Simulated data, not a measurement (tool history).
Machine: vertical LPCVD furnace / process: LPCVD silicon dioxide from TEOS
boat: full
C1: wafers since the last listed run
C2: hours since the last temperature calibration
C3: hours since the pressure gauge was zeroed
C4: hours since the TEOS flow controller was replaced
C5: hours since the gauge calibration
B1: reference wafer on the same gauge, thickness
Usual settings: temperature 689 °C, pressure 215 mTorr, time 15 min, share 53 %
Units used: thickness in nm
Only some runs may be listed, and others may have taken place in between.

Run 1, hour 0: usual settings; C1 0; C2 4789.2; C3 3647.3; C4 2878.3; C5 198.1; B1 65.67. Result: thickness 59.63 nm.
Run 2, hour 12.9: usual settings; C1 241; C2 4802.1; C3 3660.2; C4 2891.2; C5 211; B1 65.76. Result: thickness 59.24 nm.
Run 3, hour 32.4: usual settings; C1 365; C2 4821.6; C3 3679.7; C4 2910.7; C5 230.5; B1 65.73. Result: thickness 59.4 nm.
Run 4, hour 51.3: usual settings; C1 354; C2 4840.5; C3 3698.6; C4 2929.6; C5 249.4; B1 65.7. Result: thickness 59.49 nm.
Run 5, hour 73.1: usual settings but pressure 240 mTorr; C1 408; C2 4862.3; C3 3720.4; C4 2951.4; C5 271.2; B1 65.67. Result: thickness 62.67 nm.
At hour 124.3: thermocouples replaced and temperature profile calibrated.
Run 6, hour 124.8: usual settings but pressure 240 mTorr; C1 519; C2 0.5; C3 3772.1; C4 3003.1; C5 322.9; B1 65.61. Result: thickness 62.83 nm.
Run 7, hour 128.2: usual settings but pressure 240 mTorr; C1 63; C2 3.9; C3 3775.5; C4 3006.5; C5 326.3; B1 65.72. Result: thickness 62.5 nm.
Run 8, hour 139.1: usual settings; C1 204; C2 14.8; C3 3786.4; C4 3017.4; C5 337.2; B1 65.76. Result: thickness 59.65 nm.
Run 9, hour 161.2: usual settings; C1 414; C2 36.9; C3 3808.5; C4 3039.5; C5 359.3; B1 65.72. Result: thickness 59.45 nm.
At hour 172.3: gauge calibrated.
At hour 185.7: pressure gauge zeroed.
At hour 192.5: TEOS flow controller replaced.
Run 10, hour 193: usual settings but temperature 694 °C; C1 20; C2 68.7; C3 7.3; C4 0.5; C5 20.7; B1 65.75. Result: thickness 66.95 nm.
Run 11, hour 213.7: usual settings but time 12.5 min; C1 388; C2 89.4; C3 28; C4 21.2; C5 41.4; B1 65.66. Result: thickness 49.59 nm.
Run 12, hour 238.6: usual settings but temperature 685 °C; C1 467; C2 114.3; C3 52.9; C4 46.1; C5 66.3; B1 65.66. Result: thickness 54.21 nm.
Run 13, hour 274.5: usual settings but temperature 685 °C, pressure 255 mTorr; C1 673; C2 150.2; C3 88.8; C4 82; C5 102.2; B1 65.75. Result: thickness 58.88 nm.
Run 14, hour 289.4: usual settings; C1 279; C2 165.1; C3 103.7; C4 96.9; C5 117.1; B1 65.69. Result: thickness 59.43 nm.
Run 15, hour 320.7: usual settings; C1 587; C2 196.4; C3 135; C4 128.2; C5 148.4; B1 65.76. Result: thickness 59.28 nm.
Run 16, hour 351.2: usual settings but temperature 682 °C; C1 572; C2 226.9; C3 165.5; C4 158.7; C5 178.9; B1 65.64. Result: thickness 50.18 nm.
Run 17, hour 375.7: usual settings but temperature 700 °C; C1 459; C2 251.4; C3 190; C4 183.2; C5 203.4; B1 65.79. Result: thickness 77.26 nm.
Run 18, hour 395.9: usual settings but temperature 694 °C, pressure 235 mTorr, time 12 min, share 61 %; C1 378; C2 271.6; C3 210.2; C4 203.4; C5 223.6; B1 65.62. Result: thickness 60.22 nm.

For each entry between runs, how does the tool's hidden state at the last listed run before it compare with that at the first listed run after it?
Between runs 5 and 6: thermocouples replaced and temperature profile calibrated (hour 124.3)
  nothing in the hidden state changes from one run to the other
Between runs 9 and 10: gauge calibrated (hour 172.3); pressure gauge zeroed (hour 185.7); TEOS flow controller replaced (hour 192.5)
  nothing in the hidden state changes from one run to the other
